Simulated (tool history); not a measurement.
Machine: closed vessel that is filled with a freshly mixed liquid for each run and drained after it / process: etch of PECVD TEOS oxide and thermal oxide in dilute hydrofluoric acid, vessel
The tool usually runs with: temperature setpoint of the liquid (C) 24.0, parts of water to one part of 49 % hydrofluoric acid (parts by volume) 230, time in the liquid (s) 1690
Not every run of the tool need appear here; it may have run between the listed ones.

run,hour,temperature setpoint of the liquid (C),parts of water to one part of 49 % hydrofluoric acid (parts by volume),time in the liquid (s),"read-back film thickness of the PECVD TEOS oxide reference wafer, read on the same gauge (nm)","read-back film thickness of the thermal oxide reference wafer, read on the same gauge (nm)",thickness taken off the PECVD TEOS oxide on a monitor wafer (Å),thickness taken off the thermal oxide on a monitor wafer (Å)
1,0.0,24.0,230,1690,79.98,139.98,504.1,287.1
2,51.1,24.0,230,1690,80.02,139.99,502.9,287.8
3,153.1,24.0,230,1690,79.99,140.00,504.3,287.3
4,226.5,24.0,230,1690,79.98,139.99,504.5,287.5
5,292.2,24.0,230,1690,80.01,139.97,503.2,284.3
6,359.1,24.0,230,2440,80.02,139.98,729.2,413.5
# hour 432.8: thermometer replaced
7,448.3,24.0,230,2440,80.00,140.00,730.0,415.2
8,504.2,24.0,230,1275,80.00,140.01,379.6,216.0
9,558.8,24.0,230,1690,79.99,139.98,500.3,285.4
10,605.9,24.0,230,1690,79.99,139.99,503.0,286.5
11,644.4,24.0,295,1690,80.00,139.99,367.5,210.2
12,731.1,24.0,230,1690,79.99,139.99,504.5,286.4
13,819.6,24.0,130,1260,80.01,139.98,743.1,422.8
14,865.2,26.0,285,1250,79.97,140.00,305.2,173.7
# hour 1074.7: gauge calibrated
15,1125.7,26.5,230,2385,80.02,139.99,775.8,442.1
16,1187.6,24.0,230,1690,79.99,140.01,501.2,284.7
17,1274.1,27.5,230,1690,80.02,139.98,570.8,323.3
# hour 1322.6: hydrofluoric acid flow meter replaced
18,1368.2,26.0,280,1690,80.00,139.99,420.2,239.0
19,1471.6,24.0,230,1690,80.02,140.00,505.1,286.9
20,1657.5,29.0,230,1430,79.98,139.98,506.4,291.4
21,1755.5,24.0,230,1690,80.02,140.00,503.1,284.3
22,1860.7,24.0,150,1690,79.99,140.02,837.7,481.4
23,1967.4,20.0,185,1690,80.01,140.01,563.0,322.4
24,2009.6,24.0,230,1965,80.00,139.98,585.4,334.5
25,2052.3,25.5,185,2385,80.00,139.99,978.0,563.7
26,2097.6,28.5,325,2365,80.00,140.01,527.0,300.8

4 options for the next run, each taken on its own from the tool as it stands now. Forecast them:
A,2098.7,20.5,230,1690,?,?,?,?
B,2098.7,24.0,155,2200,?,?,?,?
C,2098.7,20.0,335,2525,?,?,?,?
D,2098.7,20.0,275,760,?,?,?,?

run,"read-back film thickness of the PECVD TEOS oxide reference wafer, read on the same gauge (nm)","read-back film thickness of the thermal oxide reference wafer, read on the same gauge (nm)",thickness taken off the PECVD TEOS oxide on a monitor wafer (Å),thickness taken off the thermal oxide on a monitor wafer (Å)
A,80.01,140.00,443.6,254.3
B,80.01,140.00,1058.2,606.5
C,80.01,140.00,406.0,232.7
D,80.01,140.00,157.0,90.0
Had the tool no hidden state, the same runs would have come out as:
run,thickness taken off the PECVD TEOS oxide on a monitor wafer (Å),thickness taken off the thermal oxide on a monitor wafer (Å)
A,443.6,254.3
B,1058.2,606.5
C,406.0,232.7
D,157.0,90.0
